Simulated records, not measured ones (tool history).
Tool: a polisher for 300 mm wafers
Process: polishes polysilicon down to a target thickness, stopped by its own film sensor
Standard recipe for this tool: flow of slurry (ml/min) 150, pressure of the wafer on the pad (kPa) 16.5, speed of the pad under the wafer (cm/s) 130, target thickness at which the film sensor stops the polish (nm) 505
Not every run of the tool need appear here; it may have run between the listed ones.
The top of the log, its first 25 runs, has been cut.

run   hour  flow of slurry (ml/min)  pressure of the wafer on the pad (kPa)  speed of the pad under the wafer (cm/s)  target thickness at which the film sensor stops the polish (nm)  wafers since the last listed run  wafers polished on this pad  hours since the slurry nozzle was cleaned  hours since the head pressure was calibrated  incoming thickness of the incoming film, nm  time until the film sensor stopped the polish (s)
 26  609.9                      175                                    16.5                                      130                                                              505                               243                         2463                                      360.5                                         308.9                                        960.6                                               54.3
     628.8  -- slurry nozzle cleaned
 27  632.1                      150                                    11.7                                      114                                                              626                               275                         2738                                        3.3                                         331.1                                        965.6                                               50.9
     654.3  -- worn pad replaced by a new one
 28  655.0                      150                                    19.3                                      102                                                              382                               245                            9                                       26.2                                         354.0                                        970.9                                               66.4
 29  670.9                      170                                    18.6                                      130                                                              432                               206                          216                                       42.1                                         369.9                                        980.3                                               53.1
 30  691.1                      150                                    16.5                                      130                                                              505                               262                          478                                       62.3                                         390.1                                        969.6                                               50.2
 31  721.2                      150                                    16.5                                      130                                                              505                               391                          870                                       92.4                                         420.2                                        972.5                                               52.7
 32  743.4                      185                                    16.5                                      130                                                              505                               288                         1158                                      114.6                                         442.4                                        948.3                                               49.7
 33  766.9                      105                                    22.1                                      130                                                              505                               305                         1463                                      138.1                                         465.9                                        962.7                                               47.2
 34  783.6                      150                                    16.5                                      130                                                              460                               217                         1681                                      154.8                                         482.6                                        950.1                                               57.9
 35  819.5                      175                                    14.5                                      130                                                              443                               466                         2147                                      190.7                                         518.5                                        955.3                                               65.4
 36  836.0                      195                                    16.5                                      160                                                              645                               214                         2362                                      207.2                                         535.0                                        964.8                                               31.7
 37  860.4                      150                                    13.1                                      130                                                              505                               317                         2679                                      231.6                                         559.4                                        959.7                                               61.8
     883.6  -- worn pad replaced by a new one
 38  888.9                      150                                    16.5                                      146                                                              505                               318                           68                                      260.1                                         587.9                                        971.1                                               47.0

Predict each of these 3 candidate next runs independently; none follows another, all start after run 38:
  A  889.3                      150                                    16.5                                       90                                                              505                                 5                           73                                      260.5                                         588.3                                        964.7                                                  ?
  B  889.3                      110                                    16.5                                      130                                                              661                                 5                           73                                      260.5                                         588.3                                        964.7                                                  ?
  C  889.3                      120                                    20.7                                      160                                                              505                                 5                           73                                      260.5                                         588.3                                        964.7                                                  ?

run  time until the film sensor stopped the polish (s)
  A                                               64.4
  B                                               34.6
  C                                               38.6
With no hidden state in the tool, these same runs would have given:
run  time until the film sensor stopped the polish (s)
  A                                               59.9
  B                                               31.9
  C                                               35.6

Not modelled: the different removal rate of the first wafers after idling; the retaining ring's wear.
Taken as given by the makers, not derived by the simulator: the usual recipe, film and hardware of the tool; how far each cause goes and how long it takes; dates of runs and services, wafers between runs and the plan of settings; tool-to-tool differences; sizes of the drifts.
